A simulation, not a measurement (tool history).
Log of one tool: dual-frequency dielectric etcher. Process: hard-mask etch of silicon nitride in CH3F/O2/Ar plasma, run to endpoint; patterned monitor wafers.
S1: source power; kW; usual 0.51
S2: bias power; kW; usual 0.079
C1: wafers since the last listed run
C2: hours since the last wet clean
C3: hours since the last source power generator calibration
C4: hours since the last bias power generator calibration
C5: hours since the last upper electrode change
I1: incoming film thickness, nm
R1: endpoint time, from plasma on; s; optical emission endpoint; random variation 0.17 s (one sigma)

{"run": 1, "day": 0.0, "S1": 0.51, "S2": 0.079, "C1": 0, "C2": 208.3, "C3": 4394.7, "C4": 3370.9, "C5": 4247.1, "I1": 43.48, "R1": 54.6}
{"run": 2, "day": 0.292, "S1": 0.51, "S2": 0.079, "C1": 80, "C2": 215.3, "C3": 4401.7, "C4": 3377.9, "C5": 4254.1, "I1": 43.51, "R1": 54.8}
{"run": 3, "day": 1.038, "S1": 0.59, "S2": 0.079, "C1": 204, "C2": 233.2, "C3": 4419.6, "C4": 3395.8, "C5": 4272, "I1": 43.65, "R1": 50.4}
{"run": 4, "day": 1.729, "S1": 0.59, "S2": 0.079, "C1": 189, "C2": 249.8, "C3": 4436.2, "C4": 3412.4, "C5": 4288.6, "I1": 43.99, "R1": 51}
{"run": 5, "day": 2.158, "S1": 0.59, "S2": 0.079, "C1": 117, "C2": 260.1, "C3": 4446.5, "C4": 3422.7, "C5": 4298.9, "I1": 43.63, "R1": 50.3}
{"run": 6, "day": 3.942, "S1": 0.6, "S2": 0.079, "C1": 489, "C2": 302.9, "C3": 4489.3, "C4": 3465.5, "C5": 4341.7, "I1": 43.05, "R1": 49.3}
{"run": 7, "day": 4.533, "S1": 0.6, "S2": 0.079, "C1": 162, "C2": 317.1, "C3": 4503.5, "C4": 3479.7, "C5": 4355.9, "I1": 43.06, "R1": 49}
{"run": 8, "day": 5.192, "S1": 0.6, "S2": 0.079, "C1": 180, "C2": 332.9, "C3": 4519.3, "C4": 3495.5, "C5": 4371.7, "I1": 43.06, "R1": 48.8}
{"run": 9, "day": 5.938, "S1": 0.51, "S2": 0.079, "C1": 204, "C2": 350.8, "C3": 4537.2, "C4": 3513.4, "C5": 4389.6, "I1": 42.9, "R1": 53.3}
{"day": 6.296, "done": "source power generator calibrated"}
{"run": 10, "day": 6.675, "S1": 0.51, "S2": 0.079, "C1": 156, "C2": 368.5, "C3": 9.1, "C4": 3531.1, "C5": 4407.3, "I1": 43.23, "R1": 53.6}
{"run": 11, "day": 7.008, "S1": 0.55, "S2": 0.079, "C1": 91, "C2": 376.5, "C3": 17.1, "C4": 3539.1, "C5": 4415.3, "I1": 43.77, "R1": 52}
{"run": 12, "day": 7.7, "S1": 0.55, "S2": 0.079, "C1": 189, "C2": 393.1, "C3": 33.7, "C4": 3555.7, "C5": 4431.9, "I1": 43.67, "R1": 51.8}
{"run": 13, "day": 8.183, "S1": 0.55, "S2": 0.079, "C1": 132, "C2": 404.7, "C3": 45.3, "C4": 3567.3, "C5": 4443.5, "I1": 43.95, "R1": 52}
{"run": 14, "day": 8.896, "S1": 0.51, "S2": 0.079, "C1": 195, "C2": 421.8, "C3": 62.4, "C4": 3584.4, "C5": 4460.6, "I1": 43.48, "R1": 53.8}
{"run": 15, "day": 9.292, "S1": 0.51, "S2": 0.079, "C1": 108, "C2": 431.3, "C3": 71.9, "C4": 3593.9, "C5": 4470.1, "I1": 43.3, "R1": 53.5}
{"day": 11.333, "done": "upper electrode replaced"}
{"run": 16, "day": 11.354, "S1": 0.61, "S2": 0.09, "C1": 291, "C2": 480.8, "C3": 121.4, "C4": 3643.4, "C5": 0.5, "I1": 43.64, "R1": 46.9}
{"run": 17, "day": 11.754, "S1": 0.51, "S2": 0.079, "C1": 109, "C2": 490.4, "C3": 131, "C4": 3653, "C5": 10.1, "I1": 43.23, "R1": 53}
{"run": 18, "day": 12.329, "S1": 0.51, "S2": 0.068, "C1": 157, "C2": 504.2, "C3": 144.8, "C4": 3666.8, "C5": 23.9, "I1": 43.61, "R1": 55.2}
{"run": 19, "day": 12.688, "S1": 0.51, "S2": 0.079, "C1": 98, "C2": 512.8, "C3": 153.4, "C4": 3675.4, "C5": 32.5, "I1": 43.45, "R1": 53.3}
{"run": 20, "day": 13.038, "S1": 0.43, "S2": 0.094, "C1": 96, "C2": 521.2, "C3": 161.8, "C4": 3683.8, "C5": 40.9, "I1": 43.12, "R1": 55.7}
{"day": 14.354, "done": "bias power generator calibrated"}
{"day": 15.9, "done": "wet clean of the chamber"}
{"run": 21, "day": 15.921, "S1": 0.44, "S2": 0.079, "C1": 470, "C2": 0.5, "C3": 231, "C4": 37.6, "C5": 110.1, "I1": 43.25, "R1": 60.2}
{"run": 22, "day": 15.938, "S1": 0.62, "S2": 0.087, "C1": 4, "C2": 0.9, "C3": 231.4, "C4": 38, "C5": 110.5, "I1": 43.43, "R1": 48.4}
{"run": 23, "day": 16.017, "S1": 0.51, "S2": 0.079, "C1": 21, "C2": 2.8, "C3": 233.3, "C4": 39.9, "C5": 112.4, "I1": 43.01, "R1": 54.7}
{"run": 24, "day": 16.496, "S1": 0.51, "S2": 0.079, "C1": 131, "C2": 14.3, "C3": 244.8, "C4": 51.4, "C5": 123.9, "I1": 43.1, "R1": 54.7}
{"run": 25, "day": 16.833, "S1": 0.57, "S2": 0.079, "C1": 92, "C2": 22.4, "C3": 252.9, "C4": 59.5, "C5": 132, "I1": 43.92, "R1": 52.3}
{"run": 26, "day": 17.483, "S1": 0.45, "S2": 0.06, "C1": 178, "C2": 38, "C3": 268.5, "C4": 75.1, "C5": 147.6, "I1": 43.35, "R1": 63.5}
{"run": 27, "day": 18.233, "S1": 0.44, "S2": 0.088, "C1": 205, "C2": 56, "C3": 286.5, "C4": 93.1, "C5": 165.6, "I1": 43.57, "R1": 58.6}
{"run": 28, "day": 18.608, "S1": 0.56, "S2": 0.088, "C1": 102, "C2": 65, "C3": 295.5, "C4": 102.1, "C5": 174.6, "I1": 43.59, "R1": 51}
{"run": 29, "day": 19.025, "S1": 0.45, "S2": 0.084, "C1": 114, "C2": 75, "C3": 305.5, "C4": 112.1, "C5": 184.6, "I1": 43.43, "R1": 57.8}
{"run": 30, "day": 19.471, "S1": 0.57, "S2": 0.062, "C1": 122, "C2": 85.7, "C3": 316.2, "C4": 122.8, "C5": 195.3, "I1": 43.89, "R1": 55.3}
{"run": 31, "day": 20.133, "S1": 0.51, "S2": 0.079, "C1": 181, "C2": 101.6, "C3": 332.1, "C4": 138.7, "C5": 211.2, "I1": 43.64, "R1": 54.9}

4 ways to go on from here, each from the tool as it stands after run 31. What would each give?
{"run": "A", "day": 20.15, "S1": 0.42, "S2": 0.079, "C1": 4, "C2": 102, "C3": 332.5, "C4": 139.1, "C5": 211.6, "I1": 43.36, "R1": "?"}
{"run": "B", "day": 20.15, "S1": 0.51, "S2": 0.091, "C1": 4, "C2": 102, "C3": 332.5, "C4": 139.1, "C5": 211.6, "I1": 43.36, "R1": "?"}
{"run": "C", "day": 20.15, "S1": 0.63, "S2": 0.063, "C1": 4, "C2": 102, "C3": 332.5, "C4": 139.1, "C5": 211.6, "I1": 43.36, "R1": "?"}
{"run": "D", "day": 20.15, "S1": 0.45, "S2": 0.069, "C1": 4, "C2": 102, "C3": 332.5, "C4": 139.1, "C5": 211.6, "I1": 43.36, "R1": "?"}

run=A R1=61.2
run=B R1=52.4
run=C R1=51.1
run=D R1=60.6
Without the tool's hidden state the same runs would have given:
run=A R1=62
run=B R1=53.1
run=C R1=51.8
run=D R1=61.4
